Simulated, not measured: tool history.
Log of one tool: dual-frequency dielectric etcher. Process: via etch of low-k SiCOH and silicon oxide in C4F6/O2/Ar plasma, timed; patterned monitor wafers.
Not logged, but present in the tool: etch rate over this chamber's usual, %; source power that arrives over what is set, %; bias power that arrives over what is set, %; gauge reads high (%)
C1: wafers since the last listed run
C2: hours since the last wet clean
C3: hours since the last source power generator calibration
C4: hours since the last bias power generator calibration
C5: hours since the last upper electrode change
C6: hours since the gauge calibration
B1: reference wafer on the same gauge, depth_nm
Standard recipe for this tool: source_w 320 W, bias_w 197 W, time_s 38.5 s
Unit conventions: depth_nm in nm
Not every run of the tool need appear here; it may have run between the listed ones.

Run 1, hour 0.0: usual settings; C1 0; C2 444.4; C3 2786.6; C4 1422.6; C5 5693.7; C6 49.3; B1 95.6. Result: depth_nm 96.8 nm.
Run 2, hour 22.8: usual settings; C1 427; C2 467.2; C3 2809.4; C4 1445.4; C5 5716.5; C6 72.1; B1 95.5. Result: depth_nm 96.4 nm.
Run 3, hour 42.4: usual settings; C1 367; C2 486.8; C3 2829.0; C4 1465.0; C5 5736.1; C6 91.7; B1 95.6. Result: depth_nm 97.1 nm.
Run 4, hour 61.7: usual settings but source_w 340 W; C1 361; C2 506.1; C3 2848.3; C4 1484.3; C5 5755.4; C6 111.0; B1 95.5. Result: depth_nm 99.8 nm.
Run 5, hour 92.1: usual settings; C1 569; C2 536.5; C3 2878.7; C4 1514.7; C5 5785.8; C6 141.4; B1 95.2. Result: depth_nm 97.3 nm.
Run 6, hour 117.5: usual settings; C1 475; C2 561.9; C3 2904.1; C4 1540.1; C5 5811.2; C6 166.8; B1 95.7. Result: depth_nm 96.5 nm.
Run 7, hour 143.6: usual settings; C1 489; C2 588.0; C3 2930.2; C4 1566.2; C5 5837.3; C6 192.9; B1 95.5. Result: depth_nm 97.1 nm.
At hour 183.1: upper electrode replaced.
Run 8, hour 183.6: usual settings; C1 299; C2 628.0; C3 2970.2; C4 1606.2; C5 0.5; C6 232.9; B1 95.3. Result: depth_nm 95.7 nm.
At hour 212.7: wet clean of the chamber.
Run 9, hour 213.2: usual settings; C1 104; C2 0.5; C3 2999.8; C4 1635.8; C5 30.1; C6 262.5; B1 95.4. Result: depth_nm 96.4 nm.
At hour 252.9: source power generator calibrated.
At hour 263.1: bias power generator calibrated.
Run 10, hour 268.3: usual settings; C1 882; C2 55.6; C3 15.4; C4 5.2; C5 85.2; C6 317.6; B1 95.7. Result: depth_nm 96.0 nm.
Run 11, hour 304.0: usual settings; C1 668; C2 91.3; C3 51.1; C4 40.9; C5 120.9; C6 353.3; B1 95.6. Result: depth_nm 97.3 nm.
At hour 328.6: gauge calibrated.
Run 12, hour 376.9: usual settings but source_w 370 W, bias_w 219 W, time_s 48.5 s; C1 1365; C2 164.2; C3 124.0; C4 113.8; C5 193.8; C6 48.3; B1 95.5. Result: depth_nm 136.7 nm.
Run 13, hour 397.4: usual settings; C1 384; C2 184.7; C3 144.5; C4 134.3; C5 214.3; C6 68.8; B1 95.4. Result: depth_nm 96.6 nm.
Run 14, hour 428.5: usual settings but source_w 280 W, bias_w 176 W; C1 582; C2 215.8; C3 175.6; C4 165.4; C5 245.4; C6 99.9; B1 95.7. Result: depth_nm 86.7 nm.
Run 15, hour 456.4: usual settings but source_w 290 W, bias_w 156 W, time_s 44.0 s; C1 522; C2 243.7; C3 203.5; C4 193.3; C5 273.3; C6 127.8; B1 95.5. Result: depth_nm 98.3 nm.
Run 16, hour 484.9: usual settings but bias_w 222 W, time_s 46.0 s; C1 533; C2 272.2; C3 232.0; C4 221.8; C5 301.8; C6 156.3; B1 95.5. Result: depth_nm 119.3 nm.
Run 17, hour 519.0: usual settings but source_w 260 W; C1 638; C2 306.3; C3 266.1; C4 255.9; C5 335.9; C6 190.4; B1 95.6. Result: depth_nm 86.2 nm.
Run 18, hour 535.7: usual settings; C1 312; C2 323.0; C3 282.8; C4 272.6; C5 352.6; C6 207.1; B1 95.6. Result: depth_nm 96.6 nm.
Run 19, hour 571.7: usual settings but source_w 350 W, time_s 30.0 s; C1 674; C2 359.0; C3 318.8; C4 308.6; C5 388.6; C6 243.1; B1 95.5. Result: depth_nm 79.2 nm.

Alternative continuations, all from the tool just after run 19; predict every row:
Run A, hour 572.1: usual settings but source_w 270 W; C1 7; C2 359.4; C3 319.2; C4 309.0; C5 389.0; C6 243.5; B1 ?. Result: depth_nm ?.
Run B, hour 572.1: usual settings but source_w 370 W, bias_w 172 W; C1 7; C2 359.4; C3 319.2; C4 309.0; C5 389.0; C6 243.5; B1 ?. Result: depth_nm ?.
Run C, hour 572.1: usual settings but source_w 380 W, time_s 42.0 s; C1 7; C2 359.4; C3 319.2; C4 309.0; C5 389.0; C6 243.5; B1 ?. Result: depth_nm ?.

run    B1  depth_nm
  A  95.4      87.3
  B  95.4     100.2
  C  95.4     115.2
Stripped of hidden state, with their random variation kept, the same runs would have yielded:
run  depth_nm
  A      87.3
  B     100.2
  C     115.2
